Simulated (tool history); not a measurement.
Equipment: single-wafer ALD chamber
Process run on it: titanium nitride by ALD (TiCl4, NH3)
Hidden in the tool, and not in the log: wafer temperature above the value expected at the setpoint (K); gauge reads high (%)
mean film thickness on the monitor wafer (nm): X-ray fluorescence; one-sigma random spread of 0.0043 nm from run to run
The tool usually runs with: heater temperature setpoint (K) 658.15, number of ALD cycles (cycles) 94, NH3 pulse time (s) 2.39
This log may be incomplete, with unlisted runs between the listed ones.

run	hour	heater temperature setpoint (K)	number of ALD cycles (cycles)	NH3 pulse time (s)	wafers since the last listed run	hours since the last thermocouple change	hours since the showerhead was replaced	hours since the gauge calibration	read-back reference wafer on the same gauge, thickness_nm	mean film thickness on the monitor wafer (nm)
1	0.0	658.15	84	2.39	0	568.0	4555.2	547.3	2.261	1.774
2	98.3	658.15	94	2.39	303	666.3	4653.5	645.6	2.260	1.986
3	144.9	658.15	94	2.39	143	712.9	4700.1	692.2	2.258	1.984
4	224.1	658.15	94	2.39	244	792.1	4779.3	771.4	2.257	1.982
5	403.3	658.15	94	2.39	553	971.3	4958.5	950.6	2.256	1.985
6	461.2	658.15	94	2.39	178	1029.2	5016.4	1008.5	2.254	1.972
7	507.7	658.15	94	2.39	143	1075.7	5062.9	1055.0	2.252	1.978
8	582.0	658.15	94	2.39	229	1150.0	5137.2	1129.3	2.251	1.980
9	813.5	658.15	94	2.39	715	1381.5	5368.7	1360.8	2.249	1.980
10	878.2	658.15	94	2.39	199	1446.2	5433.4	1425.5	2.247	1.972
11	947.5	658.15	94	2.39	214	1515.5	5502.7	1494.8	2.248	1.979
12	1012.4	658.15	94	2.39	200	1580.4	5567.6	1559.7	2.246	1.971
13	1101.9	658.15	94	2.39	276	1669.9	5657.1	1649.2	2.244	1.977
# hour 1158.7: thermocouple changed; heater temperature recalibrated
14	1185.4	661.15	94	2.39	233	26.7	5740.6	1732.7	2.244	1.970
15	1226.0	661.15	94	2.39	125	67.3	5781.2	1773.3	2.244	1.980
16	1329.8	661.15	94	2.39	320	171.1	5885.0	1877.1	2.242	1.973
17	1534.5	658.15	94	2.39	632	375.8	6089.7	2081.8	2.242	1.970
# hour 1574.9: showerhead replaced
18	1795.8	658.15	94	2.39	782	637.1	220.9	2343.1	2.242	1.974
19	1852.8	658.15	94	2.39	176	694.1	277.9	2400.1	2.241	1.965
20	1926.7	669.15	94	2.90	228	768.0	351.8	2474.0	2.240	1.996
21	1968.2	658.15	76	1.78	128	809.5	393.3	2515.5	2.238	1.569
22	2008.7	650.15	78	2.69	125	850.0	433.8	2556.0	2.237	1.634
23	2076.5	658.15	94	2.39	209	917.8	501.6	2623.8	2.239	1.965
24	2161.2	661.15	94	2.39	261	1002.5	586.3	2708.5	2.240	1.982
25	2233.8	658.15	94	2.39	224	1075.1	658.9	2781.1	2.239	1.970
# hour 2456.2: gauge calibrated
26	2528.7	658.15	94	2.39	911	1370.0	953.8	72.5	2.279	2.003
27	2598.4	658.15	94	2.07	215	1439.7	1023.5	142.2	2.277	1.982
28	2698.3	658.15	101	2.13	308	1539.6	1123.4	242.1	2.273	2.125
29	2749.5	658.15	94	2.39	158	1590.8	1174.6	293.3	2.271	1.995
30	2798.2	658.15	88	3.29	150	1639.5	1223.3	342.0	2.268	1.894
# hour 2842.9: thermocouple changed; heater temperature recalibrated
31	2848.4	658.15	94	2.39	130	5.5	1273.5	392.2	2.268	1.990
32	2998.2	658.15	94	3.21	462	155.3	1423.3	542.0	2.263	2.019
33	3079.8	658.15	76	1.78	252	236.9	1504.9	623.6	2.263	1.573
34	3121.0	648.15	102	2.11	127	278.1	1546.1	664.8	2.260	2.120
35	3207.1	666.15	88	3.16	266	364.2	1632.2	750.9	2.256	1.899
36	3248.4	648.15	112	3.04	127	405.5	1673.5	792.2	2.255	2.383
37	3352.9	658.15	105	2.39	322	510.0	1778.0	896.7	2.256	2.217
38	3400.7	651.15	94	1.44	147	557.8	1825.8	944.5	2.254	1.906
39	3483.7	663.15	75	2.69	256	640.8	1908.8	1027.5	2.253	1.593
40	3581.6	658.15	94	1.97	302	738.7	2006.7	1125.4	2.250	1.957

Alternative continuations, all from the tool just after run 40; predict every row:
A	3582.2	658.15	94	2.39	1	739.3	2007.3	1126.0	?	?
B	3582.2	650.15	94	3.09	1	739.3	2007.3	1126.0	?	?
C	3582.2	647.15	83	2.83	1	739.3	2007.3	1126.0	?	?

run	read-back reference wafer on the same gauge, thickness_nm	mean film thickness on the monitor wafer (nm)
A	2.253	1.976
B	2.253	1.991
C	2.253	1.747
Without the tool's unlogged condition, the same runs would have read:
run	mean film thickness on the monitor wafer (nm)
A	2.001
B	2.017
C	1.769
